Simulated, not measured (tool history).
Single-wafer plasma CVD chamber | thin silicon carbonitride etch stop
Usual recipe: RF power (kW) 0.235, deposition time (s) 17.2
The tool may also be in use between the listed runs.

run,hour,RF power (kW),deposition time (s),"read-back reference wafer on the same gauge, thickness_nm",mean film thickness on the monitor wafer (nm)
1,0.0,0.210,17.2,9.770,9.277
2,43.8,0.235,17.2,9.764,9.647
3,147.8,0.235,17.2,9.761,9.658
4,209.6,0.235,17.2,9.771,9.617
5,290.1,0.235,17.2,9.764,9.636
6,397.7,0.235,17.2,9.772,9.587
7,480.3,0.220,17.2,9.767,9.343
8,558.1,0.235,17.2,9.761,9.621
# hour 644.6: thermocouple changed; heater temperature recalibrated
9,645.1,0.235,17.2,9.774,9.579
# hour 678.1: gauge calibrated
10,683.8,0.235,17.2,9.763,9.598
11,790.7,0.260,16.3,9.766,9.411
12,834.5,0.260,16.3,9.772,9.430
13,936.4,0.235,17.2,9.776,9.598
14,1073.7,0.200,16.1,9.768,8.328
15,1133.0,0.275,16.0,9.764,9.462
16,1196.3,0.260,17.2,9.764,9.915
17,1259.2,0.200,15.7,9.768,8.081
# hour 1317.4: RF generator calibrated
18,1326.7,0.255,20.4,9.774,11.995
# hour 1349.2: showerhead replaced
19,1392.9,0.215,17.2,9.771,9.360
20,1484.1,0.250,17.2,9.773,9.966
21,1521.5,0.190,15.9,9.783,8.211
22,1590.7,0.280,17.2,9.775,10.547
23,1674.4,0.235,17.2,9.777,9.730
24,1717.9,0.265,20.6,9.770,12.260

What if the next run were any one of these 3? Each begins from the tool's condition after run 24:
A,1718.3,0.200,17.2,?,?
B,1718.3,0.195,18.5,?,?
C,1718.3,0.235,14.0,?,?

run,"read-back reference wafer on the same gauge, thickness_nm",mean film thickness on the monitor wafer (nm)
A,9.773,9.038
B,9.773,9.608
C,9.773,7.896
Without the tool's hidden state the same runs would have given:
run,mean film thickness on the monitor wafer (nm)
A,9.106
B,9.681
C,7.956

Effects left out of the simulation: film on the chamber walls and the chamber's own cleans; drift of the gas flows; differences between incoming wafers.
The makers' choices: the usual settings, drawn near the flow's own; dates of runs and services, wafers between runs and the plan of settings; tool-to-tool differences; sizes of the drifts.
